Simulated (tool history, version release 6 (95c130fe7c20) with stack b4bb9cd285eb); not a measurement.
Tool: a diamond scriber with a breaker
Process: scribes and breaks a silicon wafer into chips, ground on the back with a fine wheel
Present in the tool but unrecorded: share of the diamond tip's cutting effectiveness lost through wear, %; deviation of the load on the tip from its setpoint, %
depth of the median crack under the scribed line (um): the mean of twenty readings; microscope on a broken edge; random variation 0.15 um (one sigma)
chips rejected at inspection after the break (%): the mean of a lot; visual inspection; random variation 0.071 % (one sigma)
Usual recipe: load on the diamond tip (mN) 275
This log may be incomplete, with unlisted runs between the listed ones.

run,hour,load on the diamond tip (mN),wafers since the last listed run,hours since the diamond tip was replaced,hours since the load on the tip was calibrated,"incoming depth of the damage left on the back of the incoming wafer, um",depth of the median crack under the scribed line (um),chips rejected at inspection after the break (%)
1,0.0,242,0,329.9,1331.4,2.59,9.48,3.66
# hour 27.6: diamond tip replaced by a new one
2,31.9,242,64,4.3,1363.3,2.85,9.72,4.40
3,44.2,242,26,16.6,1375.6,2.00,9.44,2.70
4,55.8,333,24,28.2,1387.2,1.78,12.27,3.29
5,61.9,333,13,34.3,1393.3,2.62,12.33,4.07
6,68.6,275,14,41.0,1400.0,2.36,10.73,1.73
7,80.9,275,26,53.3,1412.3,2.67,10.87,2.41
8,89.7,275,18,62.1,1421.1,2.03,10.94,1.36
9,117.4,275,59,89.8,1448.8,2.33,10.75,1.76
10,128.6,275,24,101.0,1460.0,2.87,10.57,2.38
11,141.0,275,26,113.4,1472.4,2.14,10.97,1.52
12,158.1,275,36,130.5,1489.5,2.51,10.86,2.11
13,207.6,275,106,180.0,1539.0,2.19,10.82,1.62
14,216.0,275,18,188.4,1547.4,1.65,10.67,1.03
15,224.1,275,17,196.5,1555.5,2.62,10.83,2.24
16,238.9,313,31,211.3,1570.3,2.43,11.90,2.66
17,256.6,313,38,229.0,1588.0,1.90,11.92,2.27
18,268.9,313,26,241.3,1600.3,2.13,11.85,2.45
19,285.5,195,35,257.9,1616.9,1.50,8.38,9.93
20,298.5,215,27,270.9,1629.9,1.66,8.79,5.82
21,309.4,246,23,281.8,1640.8,1.74,9.90,1.91
22,325.1,309,33,297.5,1656.5,2.30,11.58,2.45
23,340.8,275,33,313.2,1672.2,2.11,10.61,1.44
24,356.1,343,32,328.5,1687.5,2.37,12.68,4.60
25,370.4,351,30,342.8,1701.8,1.50,12.81,4.57
26,383.4,313,27,355.8,1714.8,1.78,11.57,2.28
27,391.5,242,17,363.9,1722.9,2.64,9.59,3.56
# hour 394.8: diamond tip replaced by a new one
28,439.7,320,99,44.9,1771.1,1.52,12.23,2.48
29,452.2,225,26,57.4,1783.6,1.61,9.10,4.23
30,458.3,235,13,63.5,1789.7,1.63,9.65,2.89
# hour 501.0: load on the tip recalibrated
31,506.2,247,98,111.4,5.2,2.56,9.84,3.12
32,521.0,206,31,126.2,20.0,2.76,8.43,9.43
33,532.3,241,24,137.5,31.3,2.56,9.52,3.71
34,559.0,275,57,164.2,58.0,1.59,10.73,1.05
35,575.0,220,34,180.2,74.0,2.46,9.09,5.94
36,590.9,337,34,196.1,89.9,2.17,12.34,4.01
37,607.9,223,36,213.1,106.9,1.92,9.07,4.99
38,623.7,337,34,228.9,122.7,2.89,12.17,4.68
39,631.2,275,16,236.4,130.2,2.60,10.84,2.13
40,645.5,251,30,250.7,144.5,2.13,9.96,2.24
41,659.7,321,30,264.9,158.7,2.18,12.09,2.91

5 ways to go on from here, each from the tool as it stands after run 41. What would each give?
A,660.3,275,1,265.5,159.3,2.48,?,?
B,660.3,357,1,265.5,159.3,2.48,?,?
C,660.3,204,1,265.5,159.3,2.48,?,?
D,660.3,327,1,265.5,159.3,2.48,?,?
E,660.3,237,1,265.5,159.3,2.48,?,?

run,depth of the median crack under the scribed line (um),chips rejected at inspection after the break (%)
A,10.79,1.88
B,13.06,5.61
C,8.60,8.76
D,12.25,3.41
E,9.65,3.78
The same runs, with their run-to-run variation unchanged, on a tool lacking any hidden condition would have given:
run,depth of the median crack under the scribed line (um),chips rejected at inspection after the break (%)
A,10.79,1.88
B,13.06,5.61
C,8.60,8.76
D,12.25,3.41
E,9.65,3.78

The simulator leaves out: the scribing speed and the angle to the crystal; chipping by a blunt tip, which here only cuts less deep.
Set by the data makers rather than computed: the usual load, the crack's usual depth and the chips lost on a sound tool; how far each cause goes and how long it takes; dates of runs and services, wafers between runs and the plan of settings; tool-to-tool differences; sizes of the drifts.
